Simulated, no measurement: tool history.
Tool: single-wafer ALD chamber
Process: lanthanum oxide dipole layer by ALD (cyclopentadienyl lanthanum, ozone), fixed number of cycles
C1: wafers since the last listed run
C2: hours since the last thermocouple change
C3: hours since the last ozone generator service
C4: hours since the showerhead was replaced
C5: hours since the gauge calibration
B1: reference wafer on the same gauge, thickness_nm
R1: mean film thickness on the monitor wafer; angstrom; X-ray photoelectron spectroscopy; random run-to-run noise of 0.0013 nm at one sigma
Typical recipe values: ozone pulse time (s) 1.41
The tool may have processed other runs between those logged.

run 1 day=0.000 | ozone_pulse_time_(s)=1.14 | C1=0 C2=850.0 C3=43.8 C4=6911.7 C5=560.5 | B1=0.461 | R1=5.18
run 2 day=2.554 | ozone_pulse_time_(s)=1.14 | C1=873 C2=911.3 C3=105.1 C4=6973.0 C5=621.8 | B1=0.461 | R1=5.17
run 3 day=4.158 | ozone_pulse_time_(s)=0.97 | C1=548 C2=949.8 C3=143.6 C4=7011.5 C5=660.3 | B1=0.461 | R1=5.06
run 4 day=8.329 | ozone_pulse_time_(s)=1.66 | C1=1427 C2=1049.9 C3=243.7 C4=7111.6 C5=760.4 | B1=0.461 | R1=5.41
run 5 day=11.608 | ozone_pulse_time_(s)=1.66 | C1=1122 C2=1128.6 C3=322.4 C4=7190.3 C5=839.1 | B1=0.461 | R1=5.43
run 6 day=13.421 | ozone_pulse_time_(s)=1.66 | C1=620 C2=1172.1 C3=365.9 C4=7233.8 C5=882.6 | B1=0.461 | R1=5.44
-- day=17.125 gauge calibrated
run 7 day=22.667 | ozone_pulse_time_(s)=1.41 | C1=3163 C2=1394.0 C3=587.8 C4=7455.7 C5=133.0 | B1=0.461 | R1=5.27
run 8 day=26.367 | ozone_pulse_time_(s)=1.66 | C1=1266 C2=1482.8 C3=676.6 C4=7544.5 C5=221.8 | B1=0.461 | R1=5.36
run 9 day=28.512 | ozone_pulse_time_(s)=1.67 | C1=734 C2=1534.3 C3=728.1 C4=7596.0 C5=273.3 | B1=0.461 | R1=5.36
-- day=32.112 ozone generator serviced
run 10 day=32.679 | ozone_pulse_time_(s)=1.95 | C1=1311 C2=1634.3 C3=13.6 C4=7696.0 C5=373.3 | B1=0.461 | R1=5.52
run 11 day=34.933 | ozone_pulse_time_(s)=1.82 | C1=771 C2=1688.4 C3=67.7 C4=7750.1 C5=427.4 | B1=0.461 | R1=5.49
run 12 day=36.504 | ozone_pulse_time_(s)=1.23 | C1=537 C2=1726.1 C3=105.4 C4=7787.8 C5=465.1 | B1=0.461 | R1=5.24
-- day=36.950 showerhead replaced
-- day=39.779 thermocouple changed; heater temperature recalibrated
run 13 day=39.800 | ozone_pulse_time_(s)=1.62 | C1=899 C2=0.5 C3=184.5 C4=68.4 C5=544.2 | B1=0.461 | R1=5.41
run 14 day=42.783 | ozone_pulse_time_(s)=0.93 | C1=1020 C2=72.1 C3=256.1 C4=140.0 C5=615.8 | B1=0.461 | R1=4.99
run 15 day=53.633 | ozone_pulse_time_(s)=1.67 | C1=3712 C2=332.5 C3=516.5 C4=400.4 C5=876.2 | B1=0.461 | R1=5.39

Branching from run 15: 5 alternative next runs. What would each branch give?
run A day=53.650 | ozone_pulse_time_(s)=1.61 | C1=5 C2=332.9 C3=516.9 C4=400.8 C5=876.6 | B1=? | R1=?
run B day=53.650 | ozone_pulse_time_(s)=1.05 | C1=5 C2=332.9 C3=516.9 C4=400.8 C5=876.6 | B1=? | R1=?
run C day=53.650 | ozone_pulse_time_(s)=0.85 | C1=5 C2=332.9 C3=516.9 C4=400.8 C5=876.6 | B1=? | R1=?
run D day=53.650 | ozone_pulse_time_(s)=1.64 | C1=5 C2=332.9 C3=516.9 C4=400.8 C5=876.6 | B1=? | R1=?
run E day=53.650 | ozone_pulse_time_(s)=1.73 | C1=5 C2=332.9 C3=516.9 C4=400.8 C5=876.6 | B1=? | R1=?

run=A B1=0.461 R1=5.37
run=B B1=0.461 R1=5.04
run=C B1=0.461 R1=4.85
run=D B1=0.461 R1=5.38
run=E B1=0.461 R1=5.41
Had the tool no hidden state, the same runs would have come out as:
run=A R1=5.42
run=B R1=5.11
run=C R1=4.93
run=D R1=5.43
run=E R1=5.45

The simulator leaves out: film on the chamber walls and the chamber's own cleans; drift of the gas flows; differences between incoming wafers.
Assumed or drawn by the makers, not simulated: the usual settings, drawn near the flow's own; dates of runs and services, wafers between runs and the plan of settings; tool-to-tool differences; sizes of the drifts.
